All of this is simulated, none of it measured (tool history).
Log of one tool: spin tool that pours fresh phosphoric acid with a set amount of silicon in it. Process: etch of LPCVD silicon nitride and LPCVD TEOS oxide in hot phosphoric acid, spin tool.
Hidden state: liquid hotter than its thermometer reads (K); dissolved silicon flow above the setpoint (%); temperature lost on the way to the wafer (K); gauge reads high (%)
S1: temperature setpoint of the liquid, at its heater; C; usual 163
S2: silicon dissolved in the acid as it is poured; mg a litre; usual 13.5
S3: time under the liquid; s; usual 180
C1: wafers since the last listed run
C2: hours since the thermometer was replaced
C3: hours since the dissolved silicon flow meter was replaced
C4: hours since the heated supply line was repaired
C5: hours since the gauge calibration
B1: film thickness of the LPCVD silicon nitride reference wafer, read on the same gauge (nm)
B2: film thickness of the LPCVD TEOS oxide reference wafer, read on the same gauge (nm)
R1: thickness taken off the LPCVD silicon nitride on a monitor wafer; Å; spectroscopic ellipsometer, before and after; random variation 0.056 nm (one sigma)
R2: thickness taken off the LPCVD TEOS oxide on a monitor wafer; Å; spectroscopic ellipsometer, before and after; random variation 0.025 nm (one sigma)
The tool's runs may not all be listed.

run     day     S1    S2   S3   C1     C2     C3     C4     C5     B1       B2     R1     R2
  1       0    163  13.5  180    0    701  429.7  896.6  216.2  29.99  130.034  184.6  11.16
  2   1.083    163  13.5  180  253    727  455.7  922.6  242.2  30.01  129.969  184.2  10.89
      1.612  -- heated supply line repaired
  3   2.162    163     5  180  243  752.9  481.6   13.2  268.1  29.94  129.951  185.2  13.51
  4   4.708    163  13.5  180  596    814  542.7   74.3  329.2  29.99  129.995  185.6  11.33
  5     5.5    163  13.5  180  185    833  561.7   93.3  348.2  30.01   130.02  186.8  11.38
  6   6.112    163  13.5  180  143  847.7  576.4    108  362.9     30  130.018  186.4  10.72
  7   7.288    163  13.5  180  275  875.9  604.6  136.2  391.1  30.06  130.014  185.7  11.49
  8   7.846    163  13.5  180  130  889.3    618  149.6  404.5     30  130.011  185.8  11.47
      8.883  -- gauge calibrated
  9   9.188    163   5.5  240  314  921.5  650.2  181.8    7.3  29.99  130.007  248.2  17.76
 10   9.804    161    19  280  144  936.3    665  196.6   22.1     30  129.982  271.3  13.25
     10.733  -- thermometer replaced
 11  11.158    163  13.5  180  307   10.2  697.5  229.1   54.6  29.97  130.032  181.4  10.03
 12  12.446    163  22.5  180  301   41.1  728.4    260   85.5  29.98  130.036  180.4   8.37
 13    15.7    163  23.5  180  762  119.2  806.5  338.1  163.6  30.01  130.027  181.6   8.05
     15.992  -- dissolved silicon flow meter replaced
 14  16.342    163  13.5   85  140  134.6    8.4  353.5    179  29.97  129.988   85.4   5.06
 15  17.371    163  13.5  180  241  159.3   33.1  378.2  203.7  30.05  130.017  182.2  10.51
 16    18.4    163  21.5  230  241    184   57.8  402.9  228.4     30  130.021  233.1  11.25
 17  19.333  164.5   6.5  180  218  206.4   80.2  425.3  250.8  30.05  130.048  191.3  14.27
 18  19.988    164  13.5  180  153  222.1   95.9    441  266.5  30.04  130.016  188.2  11.69
 19  21.296  160.5  13.5  290  306  253.5  127.3  472.4  297.9  30.04  130.004  270.2  13.81
 20  22.067    161   2.5  220  180    272  145.8  490.9  316.4  29.99  129.989  208.5  13.54
 21  22.688    163  13.5  260  145  286.9  160.7  505.8  331.3  30.02  129.999  264.3  15.85

5 ways to go on from here, each from the tool as it stands after run 21. What would each give?
  A  22.708  163  13.5  180   4  287.4  161.2  506.3  331.8   ?   ?   ?   ?
  B  22.708  163  13.5  145   4  287.4  161.2  506.3  331.8   ?   ?   ?   ?
  C  22.708  166    22  225   4  287.4  161.2  506.3  331.8   ?   ?   ?   ?
  D  22.708  163  13.5  100   4  287.4  161.2  506.3  331.8   ?   ?   ?   ?
  E  22.708  162  13.5  180   4  287.4  161.2  506.3  331.8   ?   ?   ?   ?

run  B1       B2     R1     R2
  A  30  129.998  182.6  10.71
  B  30  129.998  147.1   8.63
  C  30  129.998  251.9  13.23
  D  30  129.998  101.5   5.95
  E  30  129.998  176.7   9.96
Without the tool's hidden state the same runs would have given:
run     R1     R2
  A  180.7  10.47
  B  145.6   8.43
  C  249.3  12.93
  D  100.4   5.81
  E  174.8   9.73
